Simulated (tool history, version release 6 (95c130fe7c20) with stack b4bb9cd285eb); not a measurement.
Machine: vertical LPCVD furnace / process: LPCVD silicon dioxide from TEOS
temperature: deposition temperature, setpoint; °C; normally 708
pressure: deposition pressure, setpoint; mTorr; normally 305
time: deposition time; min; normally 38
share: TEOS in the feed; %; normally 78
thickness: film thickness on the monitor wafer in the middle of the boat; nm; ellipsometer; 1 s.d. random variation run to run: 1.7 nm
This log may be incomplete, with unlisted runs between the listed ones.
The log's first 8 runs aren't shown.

| run | hour | temperature | pressure | time | share | wafers since the last listed run | hours since the last temperature calibration | hours since the pressure gauge was zeroed | hours since the TEOS flow controller was replaced | hours since the gauge calibration | read-back reference wafer on the same gauge, thickness | thickness |
|---|---|---|---|---|---|---|---|---|---|---|---|---|
| 9 | 553.9 | 708 | 305 | 38 | 78 | 1302 | 1359.3 | 2761.6 | 3246.4 | 2339.8 | 319.86 | 316.56 |
| 10 | 633.3 | 708 | 305 | 38 | 78 | 1079 | 1438.7 | 2841 | 3325.8 | 2419.2 | 319.9 | 316.3 |
| 11 | 678.1 | 705 | 305 | 38 | 69 | 608 | 1483.5 | 2885.8 | 3370.6 | 2464 | 320.21 | 278.47 |
| 12 | 764.6 | 705 | 305 | 38 | 69 | 1175 | 1570 | 2972.3 | 3457.1 | 2550.5 | 320.29 | 277.18 |
|  | 853.3 | pressure gauge zeroed |
| 13 | 853.8 | 705 | 305 | 38 | 69 | 886 | 1659.2 | 0.5 | 3546.3 | 2639.7 | 320.06 | 269.36 |
| 14 | 899.4 | 708 | 305 | 29.5 | 78 | 619 | 1704.8 | 46.1 | 3591.9 | 2685.3 | 319.79 | 238.02 |
| 15 | 975.4 | 696 | 305 | 38 | 72 | 1033 | 1780.8 | 122.1 | 3667.9 | 2761.3 | 320.55 | 224.02 |
| 16 | 1016.2 | 708 | 305 | 38 | 78 | 554 | 1821.6 | 162.9 | 3708.7 | 2802.1 | 319.82 | 307.64 |
|  | 1071.1 | thermocouples replaced and temperature profile calibrated |
| 17 | 1283.4 | 708 | 305 | 38 | 78 | 3305 | 212.3 | 430.1 | 3975.9 | 3069.3 | 320.05 | 310.83 |
| 18 | 1341.9 | 719 | 305 | 51 | 69 | 795 | 270.8 | 488.6 | 4034.4 | 3127.8 | 320.13 | 501.82 |
| 19 | 1428.1 | 708 | 230 | 49 | 78 | 1171 | 357 | 574.8 | 4120.6 | 3214 | 320.37 | 346.22 |

What will run 20 give?
|  | 1509.5 | TEOS flow controller replaced |
| 20 | 1516.5 | 708 | 305 | 38 | 90 | 875 | 445.4 | 663.2 | 7 | 3302.4 | ? | ? |

{"run 20": {"read-back reference wafer on the same gauge, thickness": 320.1, "thickness": 333.6}}
If the tool had no hidden condition, the same run with the same run-to-run variation would have returned thickness 333.65 nm.
